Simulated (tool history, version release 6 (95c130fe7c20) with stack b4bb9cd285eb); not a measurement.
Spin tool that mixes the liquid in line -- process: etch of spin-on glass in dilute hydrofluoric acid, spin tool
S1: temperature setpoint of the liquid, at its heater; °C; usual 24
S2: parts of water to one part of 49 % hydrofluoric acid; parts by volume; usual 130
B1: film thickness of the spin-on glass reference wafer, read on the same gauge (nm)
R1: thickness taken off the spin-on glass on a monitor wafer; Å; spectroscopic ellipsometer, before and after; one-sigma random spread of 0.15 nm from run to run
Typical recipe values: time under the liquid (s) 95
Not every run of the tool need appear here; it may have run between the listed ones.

{"run": 1, "hour": 0.0, "S1": 23, "S2": 130, "time under the liquid (s)": 95, "B1": 99.99, "R1": 161.5}
{"run": 2, "hour": 51.8, "S1": 26, "S2": 130, "time under the liquid (s)": 95, "B1": 100, "R1": 184.6}
{"run": 3, "hour": 80.6, "S1": 26, "S2": 130, "time under the liquid (s)": 95, "B1": 100.02, "R1": 183.4}
{"run": 4, "hour": 137.6, "S1": 26, "S2": 130, "time under the liquid (s)": 95, "B1": 99.99, "R1": 183.5}
{"run": 5, "hour": 180.2, "S1": 24, "S2": 130, "time under the liquid (s)": 95, "B1": 99.98, "R1": 169.4}
{"run": 6, "hour": 239.9, "S1": 24, "S2": 130, "time under the liquid (s)": 95, "B1": 100, "R1": 167.9}
{"run": 7, "hour": 311.6, "S1": 24, "S2": 130, "time under the liquid (s)": 95, "B1": 100.05, "R1": 167.3}
{"run": 8, "hour": 337.1, "S1": 24, "S2": 130, "time under the liquid (s)": 95, "B1": 99.95, "R1": 167.9}
{"run": 9, "hour": 382.3, "S1": 24, "S2": 130, "time under the liquid (s)": 95, "B1": 99.95, "R1": 166}
{"hour": 483.2, "done": "thermometer replaced"}
{"run": 10, "hour": 517.3, "S1": 24, "S2": 130, "time under the liquid (s)": 65, "B1": 100.01, "R1": 123.9}
{"run": 11, "hour": 578.6, "S1": 24, "S2": 130, "time under the liquid (s)": 95, "B1": 100, "R1": 182.5}
{"run": 12, "hour": 621.6, "S1": 24, "S2": 130, "time under the liquid (s)": 95, "B1": 100.02, "R1": 183.2}
{"run": 13, "hour": 656.8, "S1": 26.5, "S2": 155, "time under the liquid (s)": 125, "B1": 99.98, "R1": 213.2}
{"run": 14, "hour": 709.7, "S1": 24, "S2": 130, "time under the liquid (s)": 95, "B1": 100, "R1": 178.4}
{"hour": 761.3, "done": "hydrofluoric acid flow meter replaced"}
{"hour": 768.4, "done": "gauge calibrated"}
{"run": 15, "hour": 772.0, "S1": 24, "S2": 150, "time under the liquid (s)": 95, "B1": 100, "R1": 152.5}
{"run": 16, "hour": 817.0, "S1": 24, "S2": 130, "time under the liquid (s)": 95, "B1": 100.04, "R1": 180.8}
{"run": 17, "hour": 885.6, "S1": 28.5, "S2": 130, "time under the liquid (s)": 95, "B1": 99.96, "R1": 216.3}
{"run": 18, "hour": 957.1, "S1": 22, "S2": 150, "time under the liquid (s)": 75, "B1": 100.02, "R1": 110.7}
{"run": 19, "hour": 1031.0, "S1": 24, "S2": 90, "time under the liquid (s)": 95, "B1": 100.02, "R1": 271.5}

A few steps of R1 between consecutive runs. Split each: what settings, incoming material and random variation would produce without the hidden state, and what is left over for the hidden state, along with gauge scatter present in only one of the two compared results (measured, and without hidden state):
Hidden state at play: liquid colder than its thermometer reads (K); hydrofluoric acid flow above the setpoint (%); gauge reads high (%).
Run 9 -> 10: time under the liquid (s) 95 -> 65, thermometer replaced. R1 -42.1 Å: hidden state +16.4, all else -58.5.
Run 18 -> 19: S1 22 -> 24, S2 150 -> 90, time under the liquid (s) 75 -> 95. R1 +160.8 Å: hidden state -6.6, all else +167.4.
